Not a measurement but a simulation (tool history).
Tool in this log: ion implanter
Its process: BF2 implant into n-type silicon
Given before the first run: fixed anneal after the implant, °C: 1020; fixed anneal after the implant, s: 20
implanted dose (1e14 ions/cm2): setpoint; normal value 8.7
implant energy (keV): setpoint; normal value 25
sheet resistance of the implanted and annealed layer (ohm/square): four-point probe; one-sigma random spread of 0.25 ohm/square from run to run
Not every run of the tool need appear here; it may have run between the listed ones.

run	hour	implanted dose (1e14 ions/cm2)	implant energy (keV)	wafers since the last listed run	hours since the last dose calibration	hours since the extraction supply was calibrated	hours since the gauge calibration	read-back reference wafer on the same gauge, sheet resistance	sheet resistance of the implanted and annealed layer (ohm/square)
1	0	8.7	20	0	2339.2	7215.2	168.9	175.09	175.72
2	10.1	8.7	20	158	2349.3	7225.3	179	175.03	175.94
3	16.8	8.7	20	104	2356	7232	185.7	175.03	176.1
4	32	8.7	25	238	2371.2	7247.2	200.9	175	164.58
5	45.2	10.45	25	206	2384.4	7260.4	214.1	174.98	150.41
6	55.2	10.58	25	156	2394.4	7270.4	224.1	174.99	149.49
7	65.5	10.58	25	161	2404.7	7280.7	234.4	175.01	148.82
8	71.7	8.7	25	97	2410.9	7286.9	240.6	174.91	164.42
9	86.4	8.7	25	230	2425.6	7301.6	255.3	174.98	164.92
10	101.5	8.7	25	236	2440.7	7316.7	270.4	175	164.95
# hour 112.3: Faraday cup replaced and dose calibrated
11	115.8	10.05	21	98	3.5	7331	284.7	175.06	162.17
12	123.2	10.05	21	115	10.9	7338.4	292.1	175.03	161.83
13	134.9	8.7	19	183	22.6	7350.1	303.8	175.04	178.71
14	146.2	8.7	25	176	33.9	7361.4	315.1	175.1	164.32
15	163.2	8.7	25	266	50.9	7378.4	332.1	175.02	164.67
16	175.2	7.9	25	187	62.9	7390.4	344.1	174.93	173.87
# hour 181.5: gauge calibrated
# hour 183.8: extraction supply calibrated
17	222.4	8.7	25	613	110.1	38.6	40.9	175.04	164.71
18	244.2	11.23	17.5	341	131.9	60.4	62.7	175.07	164.95
19	260.5	8.7	22	255	148.2	76.7	79	175.04	170.82
20	276.2	8.7	20.5	245	163.9	92.4	94.7	175.06	174.27
21	289.6	6.23	18.5	209	177.3	105.8	108.1	175.04	217.94
22	299.5	8.7	17.5	155	187.2	115.7	118	175.02	183.46
23	312.6	8.7	25	205	200.3	128.8	131.1	174.98	164.38
24	319.8	9.58	17.5	112	207.5	136	138.3	174.99	175.43
25	332.8	8.7	27.5	203	220.5	149	151.3	175.01	159.8
26	338.9	7.57	27.5	95	226.6	155.1	157.4	174.93	174.56
27	352.7	8.7	25	216	240.4	168.9	171.2	175.05	164.44
28	360.6	6.48	25	123	248.3	176.8	179.1	175.04	197.82
29	368.4	8.7	33	122	256.1	184.6	186.9	175	152.5

Alternative continuations, all from the tool just after run 29; predict every row:
A	368.8	10.79	25	6	256.5	185	187.3	?	?
B	368.8	8.7	30	6	256.5	185	187.3	?	?
C	368.8	8.7	19.5	6	256.5	185	187.3	?	?
D	368.8	6.44	16.5	6	256.5	185	187.3	?	?

run	read-back reference wafer on the same gauge, sheet resistance	sheet resistance of the implanted and annealed layer (ohm/square)
A	175.1	147.47
B	175.1	155.6
C	175.1	176.84
D	175.1	219.46
With no hidden state in the tool, these same runs would have given:
run	sheet resistance of the implanted and annealed layer (ohm/square)
A	147.47
B	155.6
C	176.84
D	219.46

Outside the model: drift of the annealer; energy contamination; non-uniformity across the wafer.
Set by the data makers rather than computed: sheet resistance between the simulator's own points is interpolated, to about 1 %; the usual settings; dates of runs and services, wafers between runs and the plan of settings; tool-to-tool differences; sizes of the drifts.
